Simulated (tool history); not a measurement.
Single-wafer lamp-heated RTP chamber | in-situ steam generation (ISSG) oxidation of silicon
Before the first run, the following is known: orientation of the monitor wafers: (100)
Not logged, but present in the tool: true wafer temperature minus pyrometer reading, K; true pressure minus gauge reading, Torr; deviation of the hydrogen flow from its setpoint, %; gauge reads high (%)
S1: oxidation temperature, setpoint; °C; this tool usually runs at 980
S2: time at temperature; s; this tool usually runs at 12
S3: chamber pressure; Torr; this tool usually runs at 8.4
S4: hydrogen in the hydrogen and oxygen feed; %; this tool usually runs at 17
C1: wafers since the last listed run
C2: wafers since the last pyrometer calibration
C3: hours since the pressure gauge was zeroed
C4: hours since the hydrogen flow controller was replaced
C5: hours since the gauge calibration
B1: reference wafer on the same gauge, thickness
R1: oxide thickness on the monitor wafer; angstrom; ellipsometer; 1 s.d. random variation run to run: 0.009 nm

{"run": 1, "hour": 0.0, "S1": 980, "S2": 12, "S3": 8.8, "S4": 17, "C1": 0, "C2": 8102, "C3": 4785.5, "C4": 4208.5, "C5": 2220.4, "B1": 3.52, "R1": 37.43}
{"hour": 15.3, "done": "pyrometer window cleaned and pyrometer calibrated"}
{"run": 2, "hour": 50.9, "S1": 980, "S2": 12, "S3": 9.5, "S4": 17, "C1": 671, "C2": 556, "C3": 4836.4, "C4": 4259.4, "C5": 2271.3, "B1": 3.52, "R1": 35.84}
{"hour": 171.1, "done": "gauge calibrated"}
{"run": 3, "hour": 224.6, "S1": 980, "S2": 12, "S3": 9.5, "S4": 17, "C1": 2718, "C2": 3275, "C3": 5010.1, "C4": 4433.1, "C5": 53.5, "B1": 3.522, "R1": 36.45}
{"run": 4, "hour": 268.1, "S1": 980, "S2": 14, "S3": 8.4, "S4": 17, "C1": 680, "C2": 3956, "C3": 5053.6, "C4": 4476.6, "C5": 97, "B1": 3.517, "R1": 39.39}
{"run": 5, "hour": 325.2, "S1": 980, "S2": 14, "S3": 8.4, "S4": 17, "C1": 893, "C2": 4850, "C3": 5110.7, "C4": 4533.7, "C5": 154.1, "B1": 3.522, "R1": 39.38}
{"run": 6, "hour": 386.6, "S1": 980, "S2": 14, "S3": 8.4, "S4": 17, "C1": 961, "C2": 5811, "C3": 5172.1, "C4": 4595.1, "C5": 215.5, "B1": 3.519, "R1": 39.55}
{"hour": 399.3, "done": "hydrogen flow controller replaced"}
{"hour": 439.9, "done": "pyrometer window cleaned and pyrometer calibrated"}
{"run": 7, "hour": 456.9, "S1": 980, "S2": 12, "S3": 9.3, "S4": 17, "C1": 849, "C2": 266, "C3": 5242.4, "C4": 57.6, "C5": 285.8, "B1": 3.52, "R1": 36.18}
{"run": 8, "hour": 492.4, "S1": 967, "S2": 12, "S3": 8.4, "S4": 17, "C1": 555, "C2": 821, "C3": 5277.9, "C4": 93.1, "C5": 321.3, "B1": 3.523, "R1": 35.06}
{"run": 9, "hour": 546.9, "S1": 967, "S2": 12, "S3": 8.4, "S4": 17, "C1": 853, "C2": 1675, "C3": 5332.4, "C4": 147.6, "C5": 375.8, "B1": 3.52, "R1": 35.18}
{"hour": 556.2, "done": "pressure gauge zeroed"}
{"run": 10, "hour": 604.0, "S1": 980, "S2": 15, "S3": 8, "S4": 20, "C1": 768, "C2": 2443, "C3": 47.8, "C4": 204.7, "C5": 432.9, "B1": 3.524, "R1": 41.75}
{"run": 11, "hour": 634.9, "S1": 988, "S2": 12, "S3": 7.7, "S4": 17, "C1": 483, "C2": 2927, "C3": 78.7, "C4": 235.6, "C5": 463.8, "B1": 3.518, "R1": 37.63}
{"run": 12, "hour": 690.9, "S1": 966, "S2": 12, "S3": 9.5, "S4": 21, "C1": 876, "C2": 3803, "C3": 134.7, "C4": 291.6, "C5": 519.8, "B1": 3.52, "R1": 36.68}
{"run": 13, "hour": 740.6, "S1": 994, "S2": 12, "S3": 9.3, "S4": 17, "C1": 777, "C2": 4581, "C3": 184.4, "C4": 341.3, "C5": 569.5, "B1": 3.519, "R1": 38.42}
{"run": 14, "hour": 773.8, "S1": 980, "S2": 12, "S3": 8.4, "S4": 17, "C1": 519, "C2": 5101, "C3": 217.6, "C4": 374.5, "C5": 602.7, "B1": 3.519, "R1": 36.87}
{"run": 15, "hour": 802.7, "S1": 974, "S2": 12, "S3": 6.9, "S4": 13, "C1": 452, "C2": 5553, "C3": 246.5, "C4": 403.4, "C5": 631.6, "B1": 3.518, "R1": 33.83}
{"run": 16, "hour": 831.5, "S1": 964, "S2": 16, "S3": 8.9, "S4": 11, "C1": 450, "C2": 6004, "C3": 275.3, "C4": 432.2, "C5": 660.4, "B1": 3.517, "R1": 36.06}
{"run": 17, "hour": 864.7, "S1": 980, "S2": 12, "S3": 8.4, "S4": 17, "C1": 519, "C2": 6524, "C3": 308.5, "C4": 465.4, "C5": 693.6, "B1": 3.522, "R1": 37.06}
{"hour": 890.6, "done": "pyrometer window cleaned and pyrometer calibrated"}
{"run": 18, "hour": 900.0, "S1": 998, "S2": 12, "S3": 8.4, "S4": 17, "C1": 427, "C2": 147, "C3": 343.8, "C4": 500.7, "C5": 728.9, "B1": 3.517, "R1": 38.29}
{"run": 19, "hour": 937.3, "S1": 960, "S2": 8, "S3": 8.4, "S4": 25, "C1": 583, "C2": 731, "C3": 381.1, "C4": 538, "C5": 766.2, "B1": 3.518, "R1": 32.5}
{"run": 20, "hour": 980.2, "S1": 980, "S2": 10, "S3": 8.4, "S4": 17, "C1": 671, "C2": 1402, "C3": 424, "C4": 580.9, "C5": 809.1, "B1": 3.523, "R1": 33.9}
{"run": 21, "hour": 1031.1, "S1": 987, "S2": 14, "S3": 8.4, "S4": 21, "C1": 796, "C2": 2199, "C3": 474.9, "C4": 631.8, "C5": 860, "B1": 3.517, "R1": 41.83}
{"run": 22, "hour": 1094.5, "S1": 995, "S2": 12, "S3": 7.1, "S4": 14, "C1": 992, "C2": 3191, "C3": 538.3, "C4": 695.2, "C5": 923.4, "B1": 3.522, "R1": 36.58}
{"run": 23, "hour": 1165.5, "S1": 980, "S2": 15, "S3": 7, "S4": 17, "C1": 1111, "C2": 4303, "C3": 609.3, "C4": 766.2, "C5": 994.4, "B1": 3.52, "R1": 40.4}
{"run": 24, "hour": 1207.4, "S1": 980, "S2": 10, "S3": 8.4, "S4": 17, "C1": 655, "C2": 4959, "C3": 651.2, "C4": 808.1, "C5": 1036.3, "B1": 3.523, "R1": 34.3}
{"run": 25, "hour": 1244.8, "S1": 980, "S2": 12, "S3": 8.4, "S4": 17, "C1": 585, "C2": 5544, "C3": 688.6, "C4": 845.5, "C5": 1073.7, "B1": 3.525, "R1": 36.91}
{"run": 26, "hour": 1275.7, "S1": 980, "S2": 15, "S3": 9.8, "S4": 23, "C1": 483, "C2": 6028, "C3": 719.5, "C4": 876.4, "C5": 1104.6, "B1": 3.517, "R1": 43.02}
{"run": 27, "hour": 1341.0, "S1": 980, "S2": 12, "S3": 8.4, "S4": 17, "C1": 1022, "C2": 7050, "C3": 784.8, "C4": 941.7, "C5": 1169.9, "B1": 3.521, "R1": 37.29}
{"run": 28, "hour": 1382.8, "S1": 962, "S2": 9, "S3": 7.1, "S4": 12, "C1": 654, "C2": 7704, "C3": 826.6, "C4": 983.5, "C5": 1211.7, "B1": 3.518, "R1": 28.85}
{"hour": 1433.2, "done": "pyrometer window cleaned and pyrometer calibrated"}
{"run": 29, "hour": 1441.7, "S1": 980, "S2": 12, "S3": 9.8, "S4": 17, "C1": 796, "C2": 133, "C3": 885.5, "C4": 1042.4, "C5": 1270.6, "B1": 3.52, "R1": 35.73}
{"run": 30, "hour": 1493.2, "S1": 968, "S2": 12, "S3": 8.4, "S4": 11, "C1": 806, "C2": 939, "C3": 937, "C4": 1093.9, "C5": 1322.1, "B1": 3.52, "R1": 31.7}
{"run": 31, "hour": 1548.7, "S1": 980, "S2": 12, "S3": 7.4, "S4": 22, "C1": 868, "C2": 1808, "C3": 992.5, "C4": 1149.4, "C5": 1377.6, "B1": 3.52, "R1": 38.87}

Run 32 comes next. What will it give?
{"run": 32, "hour": 1614.1, "S1": 980, "S2": 12, "S3": 9.8, "S4": 12, "C1": 1023, "C2": 2832, "C3": 1057.9, "C4": 1214.8, "C5": 1443, "B1": "?", "R1": "?"}

{"run 32": {"B1": 3.519, "R1": 33.36}}
Minus the tool's unlogged condition, the same run would have read R1 32.97 angstrom.

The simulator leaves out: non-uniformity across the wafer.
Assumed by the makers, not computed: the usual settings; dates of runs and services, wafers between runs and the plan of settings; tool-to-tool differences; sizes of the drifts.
